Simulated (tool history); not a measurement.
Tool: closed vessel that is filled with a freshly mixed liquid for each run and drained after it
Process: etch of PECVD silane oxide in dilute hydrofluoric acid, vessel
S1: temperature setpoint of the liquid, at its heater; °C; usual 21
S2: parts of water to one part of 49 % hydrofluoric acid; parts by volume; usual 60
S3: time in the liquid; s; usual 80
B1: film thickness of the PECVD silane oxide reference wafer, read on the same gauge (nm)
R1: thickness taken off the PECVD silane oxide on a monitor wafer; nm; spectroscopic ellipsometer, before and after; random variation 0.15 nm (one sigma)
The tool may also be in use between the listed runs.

| run | hour | S1 | S2 | S3 | B1 | R1 |
|---|---|---|---|---|---|---|
| 1 | 0 | 21 | 60 | 80 | 100 | 32.21 |
| 2 | 22.4 | 21 | 60 | 80 | 100.01 | 32.1 |
| 3 | 43.2 | 21 | 60 | 80 | 99.97 | 32.05 |
| 4 | 70.5 | 21 | 50 | 80 | 99.98 | 39.37 |
| 5 | 103.2 | 21 | 50 | 80 | 100 | 39.22 |
| 6 | 134.8 | 23.5 | 60 | 65 | 99.99 | 29.11 |
| 7 | 164.4 | 23.5 | 60 | 65 | 100 | 29.32 |
| 8 | 198.4 | 21 | 60 | 120 | 100 | 48.53 |
| 9 | 212.8 | 21 | 60 | 80 | 100.01 | 32.49 |
| 10 | 225.9 | 21 | 60 | 80 | 99.99 | 32.25 |
| 11 | 238.9 | 21 | 60 | 80 | 99.99 | 32.43 |
| 12 | 265.3 | 21 | 60 | 80 | 100.02 | 32.49 |
|  | 283.9 | hydrofluoric acid flow meter replaced |
| 13 | 294.1 | 21 | 60 | 80 | 100 | 32.44 |
| 14 | 322.9 | 21 | 30 | 80 | 100 | 68.32 |
| 15 | 346 | 17.5 | 80 | 80 | 100 | 20.61 |
| 16 | 367.2 | 21 | 35 | 35 | 100 | 25.28 |
| 17 | 401 | 21 | 70 | 80 | 99.98 | 27.59 |
|  | 427.4 | gauge calibrated |
| 18 | 436.1 | 21 | 60 | 80 | 100 | 32.49 |
| 19 | 460.4 | 21 | 60 | 80 | 100 | 32.45 |
| 20 | 485 | 18.5 | 60 | 60 | 100 | 22.12 |
|  | 490.3 | thermometer replaced |
| 21 | 515.8 | 21 | 85 | 125 | 100 | 31.24 |
| 22 | 537.4 | 26 | 60 | 105 | 99.99 | 47.08 |
| 23 | 554.7 | 21 | 60 | 80 | 99.97 | 29.3 |
| 24 | 578.8 | 21 | 40 | 80 | 100 | 45.12 |
| 25 | 603.8 | 21 | 60 | 80 | 100.01 | 29.15 |
| 26 | 620.6 | 21 | 60 | 50 | 100.01 | 18.43 |

Hidden state or all else? Some run-to-run changes of R1, split into what the settings, what came in and random variation would give without the hidden state, and what is left for the hidden state (with any gauge scatter that isn't in both results):
The hidden state here: liquid hotter than its thermometer reads (K); hydrofluoric acid flow below the setpoint (%); gauge reads high (%).
Run 13 -> 14: S2 60 -> 30. R1 +35.88 nm: hidden state +4.05, all else +31.83.
Run 14 -> 15: S1 21 -> 17.5, S2 30 -> 80. R1 -47.71 nm: hidden state -5.23, all else -42.48.

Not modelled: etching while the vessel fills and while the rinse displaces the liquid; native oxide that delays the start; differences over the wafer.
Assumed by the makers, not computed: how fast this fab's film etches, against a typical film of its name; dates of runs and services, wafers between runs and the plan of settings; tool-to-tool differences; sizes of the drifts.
